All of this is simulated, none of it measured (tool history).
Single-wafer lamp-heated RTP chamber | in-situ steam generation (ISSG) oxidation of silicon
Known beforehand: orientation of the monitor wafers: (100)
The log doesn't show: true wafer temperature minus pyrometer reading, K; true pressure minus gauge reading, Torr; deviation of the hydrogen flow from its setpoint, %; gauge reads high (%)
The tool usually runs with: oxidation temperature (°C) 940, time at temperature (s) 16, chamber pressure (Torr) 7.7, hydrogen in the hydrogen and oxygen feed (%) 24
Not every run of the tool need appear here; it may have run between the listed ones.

run	hour	oxidation temperature (°C)	time at temperature (s)	chamber pressure (Torr)	hydrogen in the hydrogen and oxygen feed (%)	wafers since the last listed run	wafers since the last pyrometer calibration	hours since the pressure gauge was zeroed	hours since the hydrogen flow controller was replaced	hours since the gauge calibration	read-back reference wafer on the same gauge, thickness	oxide thickness on the monitor wafer (nm)
1	0.0	940	16	7.7	24	0	1591	2759.9	4774.0	1436.7	4.463	4.273
2	63.3	940	16	7.7	24	746	2338	2823.2	4837.3	1500.0	4.458	4.266
3	120.8	940	16	7.7	24	678	3017	2880.7	4894.8	1557.5	4.465	4.271
4	226.3	940	16	7.7	24	1244	4262	2986.2	5000.3	1663.0	4.466	4.294
5	455.4	940	16	7.7	24	2703	6966	3215.3	5229.4	1892.1	4.465	4.280
# hour 498.3: pyrometer window cleaned and pyrometer calibrated
6	553.4	940	16	7.7	24	1062	650	3313.3	5327.4	1990.1	4.456	4.333
7	589.6	940	16	7.7	24	427	1077	3349.5	5363.6	2026.3	4.457	4.369
8	673.6	940	16	8.4	24	991	2068	3433.5	5447.6	2110.3	4.465	4.364
9	743.1	940	16	8.4	24	820	2889	3503.0	5517.1	2179.8	4.464	4.351
# hour 782.2: hydrogen flow controller replaced
10	850.7	940	16	7.7	24	1175	4064	3610.6	68.5	2287.4	4.459	4.362
11	927.8	940	16	7.7	24	909	4974	3687.7	145.6	2364.5	4.460	4.407
12	970.1	940	16	7.7	24	499	5473	3730.0	187.9	2406.8	4.455	4.385
13	1022.9	933	20	6.9	24	623	6096	3782.8	240.7	2459.6	4.461	4.683
14	1124.6	940	16	7.2	24	1200	7296	3884.5	342.4	2561.3	4.458	4.442
# hour 1205.4: gauge calibrated
# hour 1213.0: pyrometer window cleaned and pyrometer calibrated, repeated, since the last time left the tool worse
15	1339.3	940	16	7.7	24	2439	1490	4099.2	557.1	133.9	4.463	4.292
16	1440.5	927	18	7.7	24	1194	2685	4200.4	658.3	235.1	4.463	4.355
17	1500.3	921	13	7.7	27	705	3390	4260.2	718.1	294.9	4.459	3.903
18	1616.6	940	16	7.7	24	1372	4763	4376.5	834.4	411.2	4.459	4.322
19	1706.6	945	16	6.9	24	1062	5825	4466.5	924.4	501.2	4.456	4.339
20	1764.2	940	16	7.0	24	679	6504	4524.1	982.0	558.8	4.463	4.289
21	1804.5	940	16	7.7	24	475	6980	4564.4	1022.3	599.1	4.461	4.311
# hour 1881.2: pyrometer window cleaned and pyrometer calibrated
22	1984.1	940	18	7.7	29	2025	1213	4744.0	1201.9	778.7	4.464	4.713
# hour 2032.1: pressure gauge zeroed
23	2080.9	940	11	7.7	24	1047	2261	48.8	1298.7	875.5	4.463	3.780
24	2176.2	940	16	7.7	24	1124	3386	144.1	1394.0	970.8	4.456	4.306
25	2235.7	940	16	8.1	24	702	4088	203.6	1453.5	1030.3	4.462	4.287
26	2318.6	940	16	7.7	24	978	5066	286.5	1536.4	1113.2	4.457	4.314
27	2424.8	940	16	7.7	24	1253	6319	392.7	1642.6	1219.4	4.464	4.300
# hour 2459.4: pyrometer window cleaned and pyrometer calibrated
28	2514.4	940	16	7.3	19	962	649	482.3	1732.2	1309.0	4.457	4.036
29	2600.3	940	16	7.7	24	1013	1662	568.2	1818.1	1394.9	4.466	4.249
30	2688.6	933	16	8.2	24	1042	2704	656.5	1906.4	1483.2	4.460	4.209
31	2787.5	940	21	9.0	24	1167	3872	755.4	2005.3	1582.1	4.466	4.708

Here are 4 independent what-if runs from the current tool condition. What would each one return?
A	2787.9	940	22	7.7	24	4	3876	755.8	2005.7	1582.5	?	?
B	2787.9	928	13	7.7	17	4	3876	755.8	2005.7	1582.5	?	?
C	2787.9	927	21	9.2	16	4	3876	755.8	2005.7	1582.5	?	?
D	2787.9	955	14	7.7	24	4	3876	755.8	2005.7	1582.5	?	?

run	read-back reference wafer on the same gauge, thickness	oxide thickness on the monitor wafer (nm)
A	4.460	4.866
B	4.460	3.553
C	4.460	4.170
D	4.460	4.254
Without the tool's unlogged condition, the same runs would have read:
run	oxide thickness on the monitor wafer (nm)
A	4.808
B	3.521
C	4.125
D	4.208
